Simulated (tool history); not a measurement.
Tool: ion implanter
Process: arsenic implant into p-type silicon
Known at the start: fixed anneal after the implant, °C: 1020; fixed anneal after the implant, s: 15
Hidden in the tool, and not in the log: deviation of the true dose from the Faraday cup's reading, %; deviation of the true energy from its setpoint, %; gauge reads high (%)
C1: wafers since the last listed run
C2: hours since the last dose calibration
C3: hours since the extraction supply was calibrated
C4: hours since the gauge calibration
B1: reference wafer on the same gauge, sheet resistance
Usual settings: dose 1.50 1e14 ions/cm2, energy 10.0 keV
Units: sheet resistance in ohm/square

{"run": 1, "hour": 0.0, "dose": 1.5, "energy": 10.0, "C1": 0, "C2": 2525.4, "C3": 1701.0, "C4": 306.9, "B1": 519.02, "sheet resistance": 490.4}
{"run": 2, "hour": 7.1, "dose": 1.5, "energy": 10.0, "C1": 146, "C2": 2532.5, "C3": 1708.1, "C4": 314.0, "B1": 519.26, "sheet resistance": 488.73}
{"run": 3, "hour": 17.9, "dose": 1.5, "energy": 7.5, "C1": 223, "C2": 2543.3, "C3": 1718.9, "C4": 324.8, "B1": 518.96, "sheet resistance": 505.03}
{"run": 4, "hour": 34.4, "dose": 1.5, "energy": 7.5, "C1": 341, "C2": 2559.8, "C3": 1735.4, "C4": 341.3, "B1": 518.83, "sheet resistance": 504.62}
{"run": 5, "hour": 48.0, "dose": 1.5, "energy": 10.0, "C1": 281, "C2": 2573.4, "C3": 1749.0, "C4": 354.9, "B1": 519.01, "sheet resistance": 488.16}
{"run": 6, "hour": 54.5, "dose": 1.5, "energy": 10.0, "C1": 134, "C2": 2579.9, "C3": 1755.5, "C4": 361.4, "B1": 519.08, "sheet resistance": 488.36}
{"run": 7, "hour": 64.1, "dose": 1.5, "energy": 10.0, "C1": 198, "C2": 2589.5, "C3": 1765.1, "C4": 371.0, "B1": 519.13, "sheet resistance": 489.96}
{"run": 8, "hour": 81.5, "dose": 1.5, "energy": 10.0, "C1": 360, "C2": 2606.9, "C3": 1782.5, "C4": 388.4, "B1": 518.92, "sheet resistance": 488.41}
{"run": 9, "hour": 98.9, "dose": 1.5, "energy": 10.0, "C1": 360, "C2": 2624.3, "C3": 1799.9, "C4": 405.8, "B1": 519.22, "sheet resistance": 489.32}
{"run": 10, "hour": 108.5, "dose": 1.5, "energy": 10.0, "C1": 198, "C2": 2633.9, "C3": 1809.5, "C4": 415.4, "B1": 519.06, "sheet resistance": 487.23}
{"run": 11, "hour": 118.0, "dose": 1.5, "energy": 10.0, "C1": 196, "C2": 2643.4, "C3": 1819.0, "C4": 424.9, "B1": 519.15, "sheet resistance": 488.83}
{"run": 12, "hour": 133.1, "dose": 1.5, "energy": 10.0, "C1": 312, "C2": 2658.5, "C3": 1834.1, "C4": 440.0, "B1": 519.11, "sheet resistance": 487.86}
{"hour": 147.5, "done": "extraction supply calibrated"}
{"run": 13, "hour": 148.0, "dose": 1.88, "energy": 8.5, "C1": 142, "C2": 2673.4, "C3": 0.5, "C4": 454.9, "B1": 518.84, "sheet resistance": 416.91}
{"run": 14, "hour": 158.0, "dose": 1.5, "energy": 10.0, "C1": 206, "C2": 2683.4, "C3": 10.5, "C4": 464.9, "B1": 518.88, "sheet resistance": 489.01}
{"run": 15, "hour": 164.3, "dose": 1.21, "energy": 7.5, "C1": 130, "C2": 2689.7, "C3": 16.8, "C4": 471.2, "B1": 519.01, "sheet resistance": 595.99}
{"run": 16, "hour": 172.7, "dose": 1.21, "energy": 7.0, "C1": 173, "C2": 2698.1, "C3": 25.2, "C4": 479.6, "B1": 518.98, "sheet resistance": 599.47}
{"run": 17, "hour": 185.9, "dose": 1.34, "energy": 11.0, "C1": 273, "C2": 2711.3, "C3": 38.4, "C4": 492.8, "B1": 519.09, "sheet resistance": 526.37}
{"run": 18, "hour": 195.5, "dose": 1.69, "energy": 12.5, "C1": 198, "C2": 2720.9, "C3": 48.0, "C4": 502.4, "B1": 519.0, "sheet resistance": 433.56}
{"run": 19, "hour": 210.8, "dose": 1.5, "energy": 10.0, "C1": 316, "C2": 2736.2, "C3": 63.3, "C4": 517.7, "B1": 519.03, "sheet resistance": 489.16}
{"hour": 220.3, "done": "gauge calibrated"}
{"hour": 223.4, "done": "Faraday cup replaced and dose calibrated"}
{"run": 20, "hour": 236.6, "dose": 1.5, "energy": 10.0, "C1": 368, "C2": 13.2, "C3": 89.1, "C4": 16.3, "B1": 519.07, "sheet resistance": 478.43}
{"run": 21, "hour": 252.0, "dose": 1.5, "energy": 10.0, "C1": 318, "C2": 28.6, "C3": 104.5, "C4": 31.7, "B1": 519.12, "sheet resistance": 478.53}
{"run": 22, "hour": 266.7, "dose": 1.5, "energy": 10.0, "C1": 304, "C2": 43.3, "C3": 119.2, "C4": 46.4, "B1": 518.91, "sheet resistance": 478.59}
{"run": 23, "hour": 274.9, "dose": 1.23, "energy": 11.5, "C1": 169, "C2": 51.5, "C3": 127.4, "C4": 54.6, "B1": 518.97, "sheet resistance": 544.94}
{"run": 24, "hour": 288.8, "dose": 1.3, "energy": 12.5, "C1": 287, "C2": 65.4, "C3": 141.3, "C4": 68.5, "B1": 518.99, "sheet resistance": 519.17}
{"hour": 311.4, "done": "Faraday cup replaced and dose calibrated, repeated, since the last time left the tool worse"}
{"run": 25, "hour": 311.9, "dose": 1.5, "energy": 10.0, "C1": 312, "C2": 0.5, "C3": 164.4, "C4": 91.6, "B1": 519.11, "sheet resistance": 500.54}
{"run": 26, "hour": 320.5, "dose": 1.92, "energy": 8.0, "C1": 177, "C2": 9.1, "C3": 173.0, "C4": 100.2, "B1": 519.18, "sheet resistance": 422.3}
{"run": 27, "hour": 331.2, "dose": 1.8, "energy": 7.0, "C1": 221, "C2": 19.8, "C3": 183.7, "C4": 110.9, "B1": 518.92, "sheet resistance": 449.91}
{"run": 28, "hour": 341.0, "dose": 1.5, "energy": 11.0, "C1": 202, "C2": 29.6, "C3": 193.5, "C4": 120.7, "B1": 519.23, "sheet resistance": 495.81}
{"run": 29, "hour": 349.2, "dose": 1.5, "energy": 10.0, "C1": 169, "C2": 37.8, "C3": 201.7, "C4": 128.9, "B1": 519.05, "sheet resistance": 501.36}
{"run": 30, "hour": 360.7, "dose": 1.79, "energy": 11.5, "C1": 237, "C2": 49.3, "C3": 213.2, "C4": 140.4, "B1": 519.08, "sheet resistance": 430.46}
{"run": 31, "hour": 376.7, "dose": 1.67, "energy": 10.0, "C1": 331, "C2": 65.3, "C3": 229.2, "C4": 156.4, "B1": 519.01, "sheet resistance": 460.91}
{"run": 32, "hour": 387.2, "dose": 1.12, "energy": 8.5, "C1": 217, "C2": 75.8, "C3": 239.7, "C4": 166.9, "B1": 518.87, "sheet resistance": 636.57}
{"run": 33, "hour": 394.6, "dose": 1.5, "energy": 10.0, "C1": 153, "C2": 83.2, "C3": 247.1, "C4": 174.3, "B1": 518.92, "sheet resistance": 499.26}
{"run": 34, "hour": 407.7, "dose": 1.17, "energy": 13.0, "C1": 271, "C2": 96.3, "C3": 260.2, "C4": 187.4, "B1": 518.97, "sheet resistance": 585.64}
{"run": 35, "hour": 416.6, "dose": 1.21, "energy": 8.0, "C1": 184, "C2": 105.2, "C3": 269.1, "C4": 196.3, "B1": 518.94, "sheet resistance": 602.75}
{"run": 36, "hour": 432.7, "dose": 1.5, "energy": 10.0, "C1": 333, "C2": 121.3, "C3": 285.2, "C4": 212.4, "B1": 519.16, "sheet resistance": 500.1}
{"run": 37, "hour": 445.6, "dose": 1.9, "energy": 12.5, "C1": 266, "C2": 134.2, "C3": 298.1, "C4": 225.3, "B1": 519.12, "sheet resistance": 405.67}

Forecast each of these 4 alternatives for the next run:
{"run": "A", "hour": 446.0, "dose": 1.15, "energy": 10.0, "C1": 8, "C2": 134.6, "C3": 298.5, "C4": 225.7, "B1": "?", "sheet resistance": "?"}
{"run": "B", "hour": 446.0, "dose": 1.11, "energy": 12.0, "C1": 8, "C2": 134.6, "C3": 298.5, "C4": 225.7, "B1": "?", "sheet resistance": "?"}
{"run": "C", "hour": 446.0, "dose": 1.63, "energy": 7.5, "C1": 8, "C2": 134.6, "C3": 298.5, "C4": 225.7, "B1": "?", "sheet resistance": "?"}
{"run": "D", "hour": 446.0, "dose": 1.23, "energy": 12.5, "C1": 8, "C2": 134.6, "C3": 298.5, "C4": 225.7, "B1": "?", "sheet resistance": "?"}

run=A B1=518.83 sheet_resistance=610.15
run=B B1=518.83 sheet_resistance=611.70
run=C B1=518.83 sheet_resistance=482.97
run=D B1=518.83 sheet_resistance=563.87
Without the tool's hidden state the same runs would have given:
run=A sheet_resistance=612.39
run=B sheet_resistance=613.91
run=C sheet_resistance=484.81
run=D sheet_resistance=565.92
